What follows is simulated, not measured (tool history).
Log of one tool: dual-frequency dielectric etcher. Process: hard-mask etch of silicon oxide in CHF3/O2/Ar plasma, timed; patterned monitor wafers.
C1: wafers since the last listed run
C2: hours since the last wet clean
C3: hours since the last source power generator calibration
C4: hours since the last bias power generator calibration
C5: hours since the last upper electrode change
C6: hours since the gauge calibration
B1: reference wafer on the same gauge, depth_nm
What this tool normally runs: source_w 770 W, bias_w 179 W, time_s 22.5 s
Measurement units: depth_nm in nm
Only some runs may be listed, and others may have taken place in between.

run 1 day=0.000 | source_w=770 bias_w=162 time_s=22.5 | C1=0 C2=628.7 C3=4889.1 C4=2118.9 C5=4008.4 C6=309.9 | B1=54.48 | depth_nm=48.25
run 2 day=1.092 | source_w=770 bias_w=162 time_s=22.5 | C1=282 C2=654.9 C3=4915.3 C4=2145.1 C5=4034.6 C6=336.1 | B1=54.50 | depth_nm=48.29
-- day=2.254 wet clean of the chamber
run 3 day=2.412 | source_w=770 bias_w=162 time_s=22.5 | C1=82 C2=3.8 C3=4947.0 C4=2176.8 C5=4066.3 C6=367.8 | B1=54.51 | depth_nm=47.56
run 4 day=3.517 | source_w=720 bias_w=179 time_s=22.5 | C1=285 C2=30.3 C3=4973.5 C4=2203.3 C5=4092.8 C6=394.3 | B1=54.51 | depth_nm=48.88
run 5 day=4.596 | source_w=770 bias_w=158 time_s=22.5 | C1=279 C2=56.2 C3=4999.4 C4=2229.2 C5=4118.7 C6=420.2 | B1=54.48 | depth_nm=47.17
run 6 day=5.704 | source_w=770 bias_w=179 time_s=22.5 | C1=286 C2=82.8 C3=5026.0 C4=2255.8 C5=4145.3 C6=446.8 | B1=54.52 | depth_nm=49.64
run 7 day=6.538 | source_w=770 bias_w=179 time_s=22.5 | C1=215 C2=102.8 C3=5046.0 C4=2275.8 C5=4165.3 C6=466.8 | B1=54.53 | depth_nm=49.80
run 8 day=7.462 | source_w=770 bias_w=179 time_s=22.5 | C1=239 C2=125.0 C3=5068.2 C4=2298.0 C5=4187.5 C6=489.0 | B1=54.50 | depth_nm=49.82
run 9 day=8.262 | source_w=650 bias_w=179 time_s=22.5 | C1=206 C2=144.2 C3=5087.4 C4=2317.2 C5=4206.7 C6=508.2 | B1=54.48 | depth_nm=48.00
run 10 day=9.333 | source_w=650 bias_w=179 time_s=22.5 | C1=276 C2=169.9 C3=5113.1 C4=2342.9 C5=4232.4 C6=533.9 | B1=54.50 | depth_nm=48.08
run 11 day=10.688 | source_w=670 bias_w=179 time_s=22.5 | C1=350 C2=202.4 C3=5145.6 C4=2375.4 C5=4264.9 C6=566.4 | B1=54.50 | depth_nm=48.29
-- day=12.692 gauge calibrated
run 12 day=13.671 | source_w=860 bias_w=179 time_s=22.5 | C1=771 C2=274.0 C3=5217.2 C4=2447.0 C5=4336.5 C6=23.5 | B1=54.47 | depth_nm=51.33
run 13 day=14.942 | source_w=770 bias_w=144 time_s=17.5 | C1=328 C2=304.5 C3=5247.7 C4=2477.5 C5=4367.0 C6=54.0 | B1=54.50 | depth_nm=35.40
run 14 day=16.671 | source_w=770 bias_w=179 time_s=22.5 | C1=447 C2=346.0 C3=5289.2 C4=2519.0 C5=4408.5 C6=95.5 | B1=54.54 | depth_nm=50.01
run 15 day=17.446 | source_w=830 bias_w=195 time_s=22.5 | C1=200 C2=364.6 C3=5307.8 C4=2537.6 C5=4427.1 C6=114.1 | B1=54.49 | depth_nm=52.90
run 16 day=18.725 | source_w=770 bias_w=179 time_s=22.5 | C1=330 C2=395.3 C3=5338.5 C4=2568.3 C5=4457.8 C6=144.8 | B1=54.49 | depth_nm=50.15
-- day=19.146 source power generator calibrated
run 17 day=20.171 | source_w=870 bias_w=179 time_s=27.5 | C1=330 C2=430.0 C3=24.6 C4=2603.0 C5=4492.5 C6=179.5 | B1=54.47 | depth_nm=63.35
run 18 day=20.900 | source_w=660 bias_w=215 time_s=16.5 | C1=188 C2=447.5 C3=42.1 C4=2620.5 C5=4510.0 C6=197.0 | B1=54.51 | depth_nm=38.43
-- day=21.171 bias power generator calibrated
run 19 day=22.254 | source_w=770 bias_w=179 time_s=22.5 | C1=307 C2=480.0 C3=74.6 C4=26.0 C5=4542.5 C6=229.5 | B1=54.51 | depth_nm=51.21
run 20 day=23.283 | source_w=910 bias_w=179 time_s=24.5 | C1=266 C2=504.7 C3=99.3 C4=50.7 C5=4567.2 C6=254.2 | B1=54.51 | depth_nm=57.97
-- day=25.008 upper electrode replaced
run 21 day=25.029 | source_w=650 bias_w=179 time_s=22.5 | C1=192 C2=546.6 C3=141.2 C4=92.6 C5=0.5 C6=296.1 | B1=54.49 | depth_nm=49.30
run 22 day=25.867 | source_w=630 bias_w=210 time_s=24.5 | C1=216 C2=566.7 C3=161.3 C4=112.7 C5=20.6 C6=316.2 | B1=54.54 | depth_nm=57.22
run 23 day=26.575 | source_w=770 bias_w=179 time_s=16.0 | C1=183 C2=583.7 C3=178.3 C4=129.7 C5=37.6 C6=333.2 | B1=54.49 | depth_nm=36.42
-- day=28.629 wet clean of the chamber
run 24 day=29.904 | source_w=770 bias_w=179 time_s=22.5 | C1=602 C2=30.6 C3=258.2 C4=209.6 C5=117.5 C6=413.1 | B1=54.50 | depth_nm=50.36
run 25 day=30.758 | source_w=770 bias_w=147 time_s=27.0 | C1=220 C2=51.1 C3=278.7 C4=230.1 C5=138.0 C6=433.6 | B1=54.52 | depth_nm=55.65
run 26 day=31.829 | source_w=830 bias_w=166 time_s=18.0 | C1=276 C2=76.8 C3=304.4 C4=255.8 C5=163.7 C6=459.3 | B1=54.50 | depth_nm=39.70
run 27 day=34.917 | source_w=840 bias_w=208 time_s=22.5 | C1=798 C2=150.9 C3=378.5 C4=329.9 C5=237.8 C6=533.4 | B1=54.51 | depth_nm=54.94
run 28 day=36.412 | source_w=770 bias_w=159 time_s=22.5 | C1=386 C2=186.8 C3=414.4 C4=365.8 C5=273.7 C6=569.3 | B1=54.50 | depth_nm=48.01
run 29 day=37.346 | source_w=880 bias_w=179 time_s=22.5 | C1=241 C2=209.2 C3=436.8 C4=388.2 C5=296.1 C6=591.7 | B1=54.49 | depth_nm=52.14
run 30 day=38.442 | source_w=770 bias_w=196 time_s=24.5 | C1=283 C2=235.5 C3=463.1 C4=414.5 C5=322.4 C6=618.0 | B1=54.51 | depth_nm=57.12
run 31 day=39.912 | source_w=770 bias_w=179 time_s=29.5 | C1=380 C2=270.8 C3=498.4 C4=449.8 C5=357.7 C6=653.3 | B1=54.50 | depth_nm=66.28

What the log doesn't show, run by run:
source power that arrives over what is set, %: 0 on each run
gauge reads high (%): 0 on each run
H1: etch rate over this chamber's usual, %
H2: bias power that arrives over what is set, %
run=1 H1=1.66 H2=-4.59
run=2 H1=1.74 H2=-4.61
run=3 H1=0.166 H2=-4.63
run=4 H1=0.244 H2=-4.64
run=5 H1=0.32 H2=-4.66
run=6 H1=0.398 H2=-4.67
run=7 H1=0.456 H2=-4.68
run=8 H1=0.521 H2=-4.7
run=9 H1=0.578 H2=-4.71
run=10 H1=0.653 H2=-4.72
run=11 H1=0.748 H2=-4.74
run=12 H1=0.958 H2=-4.77
run=13 H1=1.05 H2=-4.78
run=14 H1=1.17 H2=-4.8
run=15 H1=1.22 H2=-4.81
run=16 H1=1.31 H2=-4.82
run=17 H1=1.42 H2=-4.84
run=18 H1=1.47 H2=-4.84
run=19 H1=1.56 H2=-0.351
run=20 H1=1.63 H2=-0.476
run=21 H1=1.76 H2=-0.68
run=22 H1=1.82 H2=-0.775
run=23 H1=1.87 H2=-0.853
run=24 H1=0.255 H2=-1.21
run=25 H1=0.315 H2=-1.29
run=26 H1=0.39 H2=-1.4
run=27 H1=0.608 H2=-1.69
run=28 H1=0.713 H2=-1.82
run=29 H1=0.778 H2=-1.9
run=30 H1=0.856 H2=-1.99
run=31 H1=0.959 H2=-2.11
